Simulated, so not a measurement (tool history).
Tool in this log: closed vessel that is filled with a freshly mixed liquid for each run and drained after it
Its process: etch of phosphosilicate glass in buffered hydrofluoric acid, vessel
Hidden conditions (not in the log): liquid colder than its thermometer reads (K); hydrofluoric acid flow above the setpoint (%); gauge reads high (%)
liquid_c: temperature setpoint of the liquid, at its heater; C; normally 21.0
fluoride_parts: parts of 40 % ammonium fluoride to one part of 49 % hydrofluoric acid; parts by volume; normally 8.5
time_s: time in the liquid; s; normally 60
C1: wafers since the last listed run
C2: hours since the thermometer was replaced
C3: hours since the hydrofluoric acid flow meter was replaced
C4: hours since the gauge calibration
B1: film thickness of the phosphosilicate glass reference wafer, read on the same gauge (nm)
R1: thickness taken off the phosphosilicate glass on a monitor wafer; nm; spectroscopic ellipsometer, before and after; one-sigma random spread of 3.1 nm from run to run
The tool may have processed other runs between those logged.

{"run": 1, "hour": 0.0, "liquid_c": 21.0, "fluoride_parts": 8.5, "time_s": 60, "C1": 0, "C2": 1596.1, "C3": 250.8, "C4": 570.6, "B1": 79.99, "R1": 547.14}
{"run": 2, "hour": 73.7, "liquid_c": 21.0, "fluoride_parts": 8.5, "time_s": 60, "C1": 10124, "C2": 1669.8, "C3": 324.5, "C4": 644.3, "B1": 80.01, "R1": 546.98}
{"run": 3, "hour": 177.6, "liquid_c": 21.0, "fluoride_parts": 8.5, "time_s": 60, "C1": 14273, "C2": 1773.7, "C3": 428.4, "C4": 748.2, "B1": 80.01, "R1": 542.93}
{"run": 4, "hour": 231.9, "liquid_c": 21.0, "fluoride_parts": 7.5, "time_s": 60, "C1": 7459, "C2": 1828.0, "C3": 482.7, "C4": 802.5, "B1": 80.0, "R1": 618.71}
{"run": 5, "hour": 274.3, "liquid_c": 21.0, "fluoride_parts": 7.5, "time_s": 60, "C1": 5824, "C2": 1870.4, "C3": 525.1, "C4": 844.9, "B1": 80.03, "R1": 617.96}
{"run": 6, "hour": 321.5, "liquid_c": 21.0, "fluoride_parts": 7.5, "time_s": 60, "C1": 6484, "C2": 1917.6, "C3": 572.3, "C4": 892.1, "B1": 80.0, "R1": 618.41}
{"hour": 324.2, "done": "thermometer replaced"}
{"run": 7, "hour": 384.2, "liquid_c": 21.0, "fluoride_parts": 8.5, "time_s": 60, "C1": 8476, "C2": 60.0, "C3": 635.0, "C4": 954.8, "B1": 79.99, "R1": 605.85}
{"run": 8, "hour": 425.9, "liquid_c": 21.0, "fluoride_parts": 8.5, "time_s": 85, "C1": 5728, "C2": 101.7, "C3": 676.7, "C4": 996.5, "B1": 80.02, "R1": 866.3}
{"run": 9, "hour": 527.0, "liquid_c": 19.5, "fluoride_parts": 8.5, "time_s": 75, "C1": 13888, "C2": 202.8, "C3": 777.8, "C4": 1097.6, "B1": 80.01, "R1": 686.56}
{"hour": 568.9, "done": "gauge calibrated"}
{"hour": 590.1, "done": "hydrofluoric acid flow meter replaced"}
{"run": 10, "hour": 591.4, "liquid_c": 18.0, "fluoride_parts": 7.0, "time_s": 85, "C1": 8709, "C2": 267.2, "C3": 1.3, "C4": 22.5, "B1": 79.99, "R1": 892.94}
{"run": 11, "hour": 629.0, "liquid_c": 17.0, "fluoride_parts": 8.5, "time_s": 70, "C1": 5165, "C2": 304.8, "C3": 38.9, "C4": 60.1, "B1": 79.99, "R1": 559.99}
{"run": 12, "hour": 694.5, "liquid_c": 17.0, "fluoride_parts": 11.5, "time_s": 30, "C1": 8998, "C2": 370.3, "C3": 104.4, "C4": 125.6, "B1": 80.01, "R1": 182.69}
{"run": 13, "hour": 743.7, "liquid_c": 21.0, "fluoride_parts": 7.0, "time_s": 45, "C1": 6758, "C2": 419.5, "C3": 153.6, "C4": 174.8, "B1": 79.98, "R1": 549.56}
{"run": 14, "hour": 810.6, "liquid_c": 25.0, "fluoride_parts": 8.5, "time_s": 60, "C1": 9190, "C2": 486.4, "C3": 220.5, "C4": 241.7, "B1": 79.99, "R1": 736.24}
{"run": 15, "hour": 850.7, "liquid_c": 18.5, "fluoride_parts": 8.5, "time_s": 60, "C1": 5508, "C2": 526.5, "C3": 260.6, "C4": 281.8, "B1": 80.0, "R1": 514.84}
{"run": 16, "hour": 910.2, "liquid_c": 21.0, "fluoride_parts": 6.0, "time_s": 60, "C1": 8173, "C2": 586.0, "C3": 320.1, "C4": 341.3, "B1": 80.01, "R1": 824.9}
{"run": 17, "hour": 992.5, "liquid_c": 18.0, "fluoride_parts": 7.0, "time_s": 85, "C1": 11306, "C2": 668.3, "C3": 402.4, "C4": 423.6, "B1": 80.02, "R1": 859.35}

Pick out some run-to-run changes in R1. Of each, how much would a tool without hidden state show as well, from the settings, what came in and chance, and how much is left for the hidden state and any gauge scatter not in both results compared?
Run 6 -> 7: fluoride_parts 7.5 -> 8.5, thermometer replaced. R1 -12.56 nm: hidden state +83.75, all else -96.31.
Run 11 -> 12: fluoride_parts 8.5 -> 11.5, time_s 70 -> 30. R1 -377.30 nm: hidden state +11.63, all else -388.93.

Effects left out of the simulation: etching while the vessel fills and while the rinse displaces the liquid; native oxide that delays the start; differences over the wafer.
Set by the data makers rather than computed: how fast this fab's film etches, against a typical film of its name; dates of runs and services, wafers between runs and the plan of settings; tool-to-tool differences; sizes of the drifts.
